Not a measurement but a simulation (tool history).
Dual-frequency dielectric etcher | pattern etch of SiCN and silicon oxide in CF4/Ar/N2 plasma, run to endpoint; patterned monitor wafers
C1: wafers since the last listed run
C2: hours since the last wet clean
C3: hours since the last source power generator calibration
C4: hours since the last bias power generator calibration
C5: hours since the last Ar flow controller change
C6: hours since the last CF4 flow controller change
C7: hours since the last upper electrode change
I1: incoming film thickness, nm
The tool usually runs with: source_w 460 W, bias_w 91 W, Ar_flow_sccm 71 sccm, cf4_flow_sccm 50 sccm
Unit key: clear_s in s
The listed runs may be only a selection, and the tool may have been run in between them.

Run 1, hour 0.0: usual settings but source_w 500 W; C1 0; C2 47.2; C3 934.6; C4 3614.9; C5 2722.4; C6 815.3; C7 5665.1; I1 8.63. Result: clear_s 8.2 s.
Run 2, hour 41.8: usual settings but source_w 500 W; C1 751; C2 89.0; C3 976.4; C4 3656.7; C5 2764.2; C6 857.1; C7 5706.9; I1 8.53. Result: clear_s 8.0 s.
Run 3, hour 104.8: usual settings but bias_w 106 W, cf4_flow_sccm 46 sccm; C1 1131; C2 152.0; C3 1039.4; C4 3719.7; C5 2827.2; C6 920.1; C7 5769.9; I1 8.60. Result: clear_s 8.3 s.
Run 4, hour 162.5: usual settings; C1 1036; C2 209.7; C3 1097.1; C4 3777.4; C5 2884.9; C6 977.8; C7 5827.6; I1 8.47. Result: clear_s 8.3 s.
Run 5, hour 199.1: usual settings; C1 657; C2 246.3; C3 1133.7; C4 3814.0; C5 2921.5; C6 1014.4; C7 5864.2; I1 8.58. Result: clear_s 8.4 s.
Run 6, hour 229.0: usual settings; C1 537; C2 276.2; C3 1163.6; C4 3843.9; C5 2951.4; C6 1044.3; C7 5894.1; I1 8.50. Result: clear_s 8.2 s.
At hour 275.2: wet clean of the chamber.
Run 7, hour 299.4: usual settings; C1 833; C2 24.2; C3 1234.0; C4 3914.3; C5 3021.8; C6 1114.7; C7 5964.5; I1 8.49. Result: clear_s 8.4 s.
Run 8, hour 354.1: usual settings; C1 982; C2 78.9; C3 1288.7; C4 3969.0; C5 3076.5; C6 1169.4; C7 6019.2; I1 8.42. Result: clear_s 8.3 s.
Run 9, hour 381.2: usual settings; C1 486; C2 106.0; C3 1315.8; C4 3996.1; C5 3103.6; C6 1196.5; C7 6046.3; I1 8.57. Result: clear_s 8.4 s.
Run 10, hour 452.0: usual settings but Ar_flow_sccm 77 sccm; C1 1272; C2 176.8; C3 1386.6; C4 4066.9; C5 3174.4; C6 1267.3; C7 6117.1; I1 8.48. Result: clear_s 8.4 s.
Run 11, hour 480.3: usual settings but Ar_flow_sccm 80 sccm, cf4_flow_sccm 59 sccm; C1 508; C2 205.1; C3 1414.9; C4 4095.2; C5 3202.7; C6 1295.6; C7 6145.4; I1 8.51. Result: clear_s 8.2 s.
At hour 517.8: bias power generator calibrated.
At hour 544.5: CF4 flow controller replaced.
Run 12, hour 550.5: usual settings; C1 1081; C2 275.3; C3 1485.1; C4 32.7; C5 3272.9; C6 6.0; C7 6215.6; I1 8.54. Result: clear_s 8.2 s.
At hour 623.9: wet clean of the chamber.
Run 13, hour 624.4: usual settings but source_w 530 W, Ar_flow_sccm 66 sccm; C1 896; C2 0.5; C3 1559.0; C4 106.6; C5 3346.8; C6 79.9; C7 6289.5; I1 8.58. Result: clear_s 7.6 s.
At hour 643.3: source power generator calibrated.
At hour 651.2: upper electrode replaced.
Run 14, hour 658.1: usual settings but bias_w 106 W, cf4_flow_sccm 46 sccm; C1 391; C2 34.2; C3 14.8; C4 140.3; C5 3380.5; C6 113.6; C7 6.9; I1 8.53. Result: clear_s 8.6 s.
At hour 684.2: Ar flow controller replaced.
Run 15, hour 697.5: usual settings but bias_w 103 W, Ar_flow_sccm 86 sccm, cf4_flow_sccm 44 sccm; C1 600; C2 73.6; C3 54.2; C4 179.7; C5 13.3; C6 153.0; C7 46.3; I1 8.51. Result: clear_s 8.8 s.
Run 16, hour 757.9: usual settings but source_w 380 W, bias_w 99 W; C1 1085; C2 134.0; C3 114.6; C4 240.1; C5 73.7; C6 213.4; C7 106.7; I1 8.52. Result: clear_s 9.6 s.
Run 17, hour 811.9: usual settings but source_w 530 W, Ar_flow_sccm 66 sccm; C1 970; C2 188.0; C3 168.6; C4 294.1; C5 127.7; C6 267.4; C7 160.7; I1 8.40. Result: clear_s 7.5 s.
Run 18, hour 855.7: usual settings but source_w 370 W, bias_w 105 W, cf4_flow_sccm 62 sccm; C1 786; C2 231.8; C3 212.4; C4 337.9; C5 171.5; C6 311.2; C7 204.5; I1 8.54. Result: clear_s 9.3 s.
At hour 929.4: wet clean of the chamber.
Run 19, hour 929.9: usual settings but source_w 400 W; C1 901; C2 0.5; C3 286.6; C4 412.1; C5 245.7; C6 385.4; C7 278.7; I1 8.41. Result: clear_s 9.4 s.
Run 20, hour 950.8: usual settings but source_w 420 W; C1 375; C2 21.4; C3 307.5; C4 433.0; C5 266.6; C6 406.3; C7 299.6; I1 8.46. Result: clear_s 9.1 s.
Run 21, hour 997.5: usual settings; C1 839; C2 68.1; C3 354.2; C4 479.7; C5 313.3; C6 453.0; C7 346.3; I1 8.47. Result: clear_s 8.6 s.
Run 22, hour 1058.2: usual settings but Ar_flow_sccm 81 sccm, cf4_flow_sccm 55 sccm; C1 1090; C2 128.8; C3 414.9; C4 540.4; C5 374.0; C6 513.7; C7 407.0; I1 8.46. Result: clear_s 8.5 s.
Run 23, hour 1100.0: usual settings but source_w 520 W, bias_w 69 W, Ar_flow_sccm 86 sccm; C1 751; C2 170.6; C3 456.7; C4 582.2; C5 415.8; C6 555.5; C7 448.8; I1 8.49. Result: clear_s 8.3 s.

Across each entry between runs, compare the hidden state at the last listed run before it with the hidden state at the first listed run after it:
After run 6, before run 7: wet clean of the chamber (hour 275.2)
  etch rate over this chamber's usual, %: 2.12 -> 0.399; source power that arrives over what is set, %: 4.75 -> 4.83
  measured result minus the result with no hidden state, clear_s: -0.5 -> -0.3 s
After run 11, before run 12: bias power generator calibrated (hour 517.8); CF4 flow controller replaced (hour 544.5)
  etch rate over this chamber's usual, %: 2.12 -> 2.79; source power that arrives over what is set, %: 5.01 -> 5.07
  measured result minus the result with no hidden state, clear_s: -0.5 -> -0.6 s
After run 12, before run 13: wet clean of the chamber (hour 623.9)
  etch rate over this chamber's usual, %: 2.79 -> 0.0401; source power that arrives over what is set, %: 5.07 -> 5.12
  measured result minus the result with no hidden state, clear_s: -0.6 -> -0.3 s
After run 13, before run 14: source power generator calibrated (hour 643.3); upper electrode replaced (hour 651.2)
  etch rate over this chamber's usual, %: 0.0401 -> 0.361; source power that arrives over what is set, %: 5.12 -> 0.367
  measured result minus the result with no hidden state, clear_s: -0.3 -> +0.0 s
After run 14, before run 15: Ar flow controller replaced (hour 684.2)
  etch rate over this chamber's usual, %: 0.361 -> 0.736; source power that arrives over what is set, %: 0.367 -> 0.687
  measured result minus the result with no hidden state, clear_s: +0.0 -> -0.1 s
After run 18, before run 19: wet clean of the chamber (hour 929.4)
  etch rate over this chamber's usual, %: 2.24 -> -0.212; source power that arrives over what is set, %: 1.78 -> 2.21
  measured result minus the result with no hidden state, clear_s: -0.3 -> -0.1 s
